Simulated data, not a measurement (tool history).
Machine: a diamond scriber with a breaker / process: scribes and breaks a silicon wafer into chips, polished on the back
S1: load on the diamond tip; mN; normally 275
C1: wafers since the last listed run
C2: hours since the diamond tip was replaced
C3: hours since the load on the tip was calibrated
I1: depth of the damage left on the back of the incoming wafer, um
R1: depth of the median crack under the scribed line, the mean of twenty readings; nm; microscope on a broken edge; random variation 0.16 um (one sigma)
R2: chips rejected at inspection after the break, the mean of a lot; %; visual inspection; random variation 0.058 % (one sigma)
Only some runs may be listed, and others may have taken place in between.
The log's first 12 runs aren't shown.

run,hour,S1,C1,C2,C3,I1,R1,R2
13,336.5,234,39,546.2,1521.2,0.02,7070,3.84
14,411.3,234,101,621.0,1596.0,0.02,7320,4.48
15,434.3,275,31,644.0,1619.0,0.05,7910,1.69
16,468.5,275,46,678.2,1653.2,0.04,8060,1.80
17,491.8,335,31,701.5,1676.5,0.03,8890,0.95
18,519.1,335,37,728.8,1703.8,0.01,8840,1.06
19,549.2,231,40,758.9,1733.9,0.02,6940,5.69
20,573.8,275,33,783.5,1758.5,0.05,7650,2.18
# hour 593.0: load on the tip recalibrated
21,593.3,347,23,803.0,0.3,0.05,9140,1.09
22,607.0,199,18,816.7,14.0,0.04,6140,11.18

Estimate the outcome of run 23 from the log above:
23,625.6,275,25,835.3,32.6,0.05,?,?

R1: 7610 nm
R2: 2.21 %
Had the tool carried no hidden state, the very same run would have given R1 8570 nm, R2 0.93 %.
